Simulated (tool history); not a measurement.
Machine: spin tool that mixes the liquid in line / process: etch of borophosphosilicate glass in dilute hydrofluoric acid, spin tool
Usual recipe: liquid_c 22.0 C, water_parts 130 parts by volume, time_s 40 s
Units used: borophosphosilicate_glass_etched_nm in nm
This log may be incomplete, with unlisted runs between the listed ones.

run    hour  liquid_c  water_parts  time_s  wafers since the last listed run  hours since the thermometer was replaced  hours since the hydrofluoric acid flow meter was replaced  hours since the gauge calibration  read-back film thickness of the borophosphosilicate glass reference wafer, read on the same gauge (nm)  borophosphosilicate_glass_etched_nm
  1     0.0      22.0          130      40                                 0                                    1340.3                                                      660.3                              300.0                                                                                                  129.98                                11.61
  2   106.8      22.0          130      40                              1147                                    1447.1                                                      767.1                              406.8                                                                                                  130.00                                11.76
  3   148.0      22.0          130      40                               442                                    1488.3                                                      808.3                              448.0                                                                                                  129.99                                11.98
  4   255.6      22.0          130      40                              1156                                    1595.9                                                      915.9                              555.6                                                                                                  130.01                                11.95
  5   320.2      22.0          130      40                               694                                    1660.5                                                      980.5                              620.2                                                                                                  129.97                                11.93
  6   396.1      22.0          130      40                               815                                    1736.4                                                     1056.4                              696.1                                                                                                  130.00                                11.81
  7   454.7      22.0          130      40                               629                                    1795.0                                                     1115.0                              754.7                                                                                                  129.97                                11.77
  8   602.2      22.0          130      40                              1585                                    1942.5                                                     1262.5                              902.2                                                                                                  130.02                                11.99
  9   678.4      22.0          130      50                               818                                    2018.7                                                     1338.7                              978.4                                                                                                  130.01                                15.07
 10   741.3      22.0          130      50                               675                                    2081.6                                                     1401.6                             1041.3                                                                                                  130.00                                15.02
 11   783.5      22.0          130      50                               453                                    2123.8                                                     1443.8                             1083.5                                                                                                  130.00                                15.14
 12   868.8      19.5          185      65                               916                                    2209.1                                                     1529.1                             1168.8                                                                                                  129.97                                11.96
      891.4  -- thermometer replaced
 13   961.4      22.0          180      60                               984                                      70.0                                                     1621.7                             1261.4                                                                                                  129.99                                12.67
 14  1042.8      24.0          130      40                               874                                     151.4                                                     1703.1                             1342.8                                                                                                  130.00                                13.46

Expected results for the next run?
     1071.4  -- gauge calibrated
     1114.7  -- hydrofluoric acid flow meter replaced
 15  1145.7      22.0          155      30                              1095                                     254.3                                                       31.0                               74.3                                                                                                       ?                                    ?

Run 15 gave read-back film thickness of the borophosphosilicate glass reference wafer, read on the same gauge (nm) 130.00, borophosphosilicate_glass_etched_nm 6.85 nm.
Minus the tool's unlogged condition, the same run would have read borophosphosilicate_glass_etched_nm 6.83 nm.
